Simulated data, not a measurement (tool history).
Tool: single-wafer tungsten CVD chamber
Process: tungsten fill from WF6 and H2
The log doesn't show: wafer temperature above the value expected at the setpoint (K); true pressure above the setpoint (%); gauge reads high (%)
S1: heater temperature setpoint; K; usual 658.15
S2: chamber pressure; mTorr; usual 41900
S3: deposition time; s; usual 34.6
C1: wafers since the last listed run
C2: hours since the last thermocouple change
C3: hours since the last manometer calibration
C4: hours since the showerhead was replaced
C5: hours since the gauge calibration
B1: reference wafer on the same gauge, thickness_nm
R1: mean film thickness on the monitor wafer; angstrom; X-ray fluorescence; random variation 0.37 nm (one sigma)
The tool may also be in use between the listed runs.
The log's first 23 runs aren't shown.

{"run": 24, "day": 80.338, "S1": 658.15, "S2": 35700, "S3": 28.9, "C1": 1054, "C2": 626.4, "C3": 1717.7, "C4": 162.8, "C5": 443, "B1": 92.358, "R1": 616.92}
{"run": 25, "day": 83.229, "S1": 650.15, "S2": 41900, "S3": 38.2, "C1": 1772, "C2": 695.8, "C3": 1787.1, "C4": 232.2, "C5": 512.4, "B1": 92.347, "R1": 792.32}
{"run": 26, "day": 87.067, "S1": 658.15, "S2": 36500, "S3": 29.6, "C1": 2352, "C2": 787.9, "C3": 1879.2, "C4": 324.3, "C5": 604.5, "B1": 92.555, "R1": 646.42}
{"run": 27, "day": 91.308, "S1": 654.15, "S2": 39300, "S3": 38.9, "C1": 2600, "C2": 889.7, "C3": 1981, "C4": 426.1, "C5": 706.3, "B1": 92.573, "R1": 833.07}
{"run": 28, "day": 94.467, "S1": 662.15, "S2": 32400, "S3": 36.9, "C1": 1936, "C2": 965.5, "C3": 2056.8, "C4": 501.9, "C5": 782.1, "B1": 92.4, "R1": 789.68}
{"run": 29, "day": 98.254, "S1": 658.15, "S2": 41900, "S3": 34.6, "C1": 2321, "C2": 1056.4, "C3": 2147.7, "C4": 592.8, "C5": 873, "B1": 92.406, "R1": 831.96}
{"run": 30, "day": 101.967, "S1": 658.15, "S2": 41900, "S3": 34.6, "C1": 2275, "C2": 1145.5, "C3": 2236.8, "C4": 681.9, "C5": 962.1, "B1": 92.397, "R1": 839.19}
{"run": 31, "day": 105.629, "S1": 658.15, "S2": 41900, "S3": 34.6, "C1": 2245, "C2": 1233.4, "C3": 2324.7, "C4": 769.8, "C5": 1050, "B1": 92.274, "R1": 826.97}
{"day": 108.129, "done": "capacitance manometer re-zeroed and calibrated"}
{"run": 32, "day": 108.512, "S1": 658.15, "S2": 41900, "S3": 32.3, "C1": 1563, "C2": 1302.6, "C3": 9.2, "C4": 839, "C5": 1119.2, "B1": 92.402, "R1": 782.81}
{"run": 33, "day": 110.796, "S1": 658.15, "S2": 41900, "S3": 34.6, "C1": 1399, "C2": 1357.4, "C3": 64, "C4": 893.8, "C5": 1174, "B1": 92.457, "R1": 831.5}
{"run": 34, "day": 113.788, "S1": 658.15, "S2": 41900, "S3": 34.6, "C1": 1833, "C2": 1429.2, "C3": 135.8, "C4": 965.6, "C5": 1245.8, "B1": 92.516, "R1": 835.46}
{"run": 35, "day": 116.738, "S1": 658.15, "S2": 35500, "S3": 34.6, "C1": 1808, "C2": 1500, "C3": 206.6, "C4": 1036.4, "C5": 1316.6, "B1": 92.295, "R1": 739.02}

3 ways to go on from here, each from the tool as it stands after run 35. What would each give?
{"run": "A", "day": 116.754, "S1": 658.15, "S2": 37500, "S3": 34.6, "C1": 10, "C2": 1500.4, "C3": 207, "C4": 1036.8, "C5": 1317, "B1": "?", "R1": "?"}
{"run": "B", "day": 116.754, "S1": 665.15, "S2": 41900, "S3": 41.1, "C1": 10, "C2": 1500.4, "C3": 207, "C4": 1036.8, "C5": 1317, "B1": "?", "R1": "?"}
{"run": "C", "day": 116.754, "S1": 646.15, "S2": 51300, "S3": 34.6, "C1": 10, "C2": 1500.4, "C3": 207, "C4": 1036.8, "C5": 1317, "B1": "?", "R1": "?"}

run=A B1=92.237 R1=769.22
run=B B1=92.237 R1=1112.79
run=C B1=92.237 R1=759.98
Without the tool's hidden state the same runs would have given:
run=A R1=769.22
run=B R1=1112.79
run=C R1=759.98
